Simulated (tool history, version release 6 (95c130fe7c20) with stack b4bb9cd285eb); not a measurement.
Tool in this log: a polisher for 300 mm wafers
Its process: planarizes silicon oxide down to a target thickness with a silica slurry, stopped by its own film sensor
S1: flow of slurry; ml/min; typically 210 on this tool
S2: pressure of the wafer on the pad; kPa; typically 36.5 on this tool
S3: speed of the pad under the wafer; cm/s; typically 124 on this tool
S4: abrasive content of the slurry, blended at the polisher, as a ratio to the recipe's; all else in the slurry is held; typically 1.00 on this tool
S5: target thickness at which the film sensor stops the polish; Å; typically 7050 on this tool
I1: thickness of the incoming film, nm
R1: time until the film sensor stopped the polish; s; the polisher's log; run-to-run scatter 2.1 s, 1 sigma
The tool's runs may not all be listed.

| run | day | S1 | S2 | S3 | S4 | S5 | I1 | R1 |
|---|---|---|---|---|---|---|---|---|
| 1 | 0.000 | 210 | 36.5 | 124 | 1.00 | 7050 | 1253.5 | 125.8 |
|  | 1.396 | slurry nozzle cleaned |
|  | 1.775 | slurry blender recalibrated |
| 2 | 2.804 | 210 | 36.5 | 124 | 1.00 | 7050 | 1237.7 | 126.1 |
| 3 | 4.512 | 210 | 36.5 | 124 | 1.00 | 7050 | 1234.5 | 124.8 |
| 4 | 6.583 | 210 | 36.5 | 124 | 1.00 | 7050 | 1238.6 | 126.4 |
| 5 | 7.688 | 210 | 36.5 | 124 | 1.00 | 7050 | 1274.4 | 132.9 |
| 6 | 9.738 | 210 | 36.5 | 124 | 1.00 | 7050 | 1227.8 | 126.8 |
|  | 9.917 | conditioning disc replaced and pad reconditioned |
| 7 | 11.612 | 285 | 36.5 | 124 | 1.00 | 8620 | 1251.9 | 90.3 |
|  | 12.950 | worn pad replaced by a new one |
| 8 | 13.696 | 210 | 36.5 | 124 | 0.85 | 6090 | 1249.6 | 164.3 |
| 9 | 15.267 | 260 | 36.5 | 110 | 1.00 | 8270 | 1247.4 | 102.8 |
| 10 | 16.496 | 210 | 44.1 | 152 | 1.00 | 7050 | 1237.1 | 85.6 |
|  | 18.083 | slurry nozzle cleaned |
| 11 | 19.238 | 185 | 26.2 | 124 | 1.00 | 7990 | 1255.3 | 144.2 |
|  | 20.704 | slurry blender recalibrated |
| 12 | 21.150 | 250 | 36.5 | 124 | 0.80 | 7050 | 1247.0 | 143.6 |
| 13 | 22.646 | 210 | 36.5 | 84 | 1.10 | 7050 | 1250.6 | 157.0 |
| 14 | 23.675 | 155 | 26.2 | 106 | 1.00 | 6030 | 1264.4 | 247.9 |
|  | 24.667 | head pressure recalibrated |
|  | 27.379 | conditioning disc replaced and pad reconditioned |
| 15 | 30.617 | 210 | 36.5 | 124 | 0.75 | 7050 | 1257.2 | 166.7 |
|  | 31.575 | worn pad replaced by a new one |
| 16 | 31.712 | 275 | 32.4 | 100 | 0.70 | 7050 | 1246.4 | 203.3 |
| 17 | 33.592 | 210 | 36.5 | 124 | 1.00 | 7050 | 1264.2 | 131.6 |
|  | 33.796 | slurry nozzle cleaned |
| 18 | 36.412 | 255 | 36.5 | 124 | 1.15 | 7050 | 1255.9 | 114.3 |
| 19 | 37.417 | 210 | 36.5 | 124 | 1.00 | 7050 | 1258.2 | 128.7 |
| 20 | 38.788 | 250 | 36.5 | 104 | 1.00 | 7050 | 1249.2 | 141.8 |
|  | 40.312 | slurry blender recalibrated |
| 21 | 40.462 | 210 | 47.6 | 86 | 1.00 | 7050 | 1248.9 | 124.6 |
| 22 | 43.221 | 240 | 36.5 | 138 | 0.80 | 8590 | 1246.9 | 98.6 |
| 23 | 44.271 | 210 | 36.5 | 124 | 1.00 | 7050 | 1263.6 | 131.4 |
|  | 45.054 | conditioning disc replaced and pad reconditioned |
| 24 | 47.038 | 210 | 43.4 | 154 | 1.30 | 5940 | 1240.5 | 97.5 |

5 ways to go on from here, each from the tool as it stands after run 24. What would each give?
| A | 47.058 | 260 | 36.5 | 124 | 1.00 | 7050 | 1230.5 | ? |
| B | 47.058 | 210 | 36.5 | 124 | 1.10 | 7050 | 1230.5 | ? |
| C | 47.058 | 210 | 36.5 | 124 | 0.75 | 5190 | 1230.5 | ? |
| D | 47.058 | 210 | 44.8 | 124 | 1.00 | 7050 | 1230.5 | ? |
| E | 47.058 | 210 | 36.5 | 124 | 1.00 | 6270 | 1230.5 | ? |

| run | R1 |
|---|---|
| A | 124.5 |
| B | 119.7 |
| C | 214.5 |
| D | 103.4 |
| E | 145.6 |
Without the tool's hidden state the same runs would have given:
| run | R1 |
|---|---|
| A | 116.3 |
| B | 111.7 |
| C | 200.3 |
| D | 96.6 |
| E | 136.0 |

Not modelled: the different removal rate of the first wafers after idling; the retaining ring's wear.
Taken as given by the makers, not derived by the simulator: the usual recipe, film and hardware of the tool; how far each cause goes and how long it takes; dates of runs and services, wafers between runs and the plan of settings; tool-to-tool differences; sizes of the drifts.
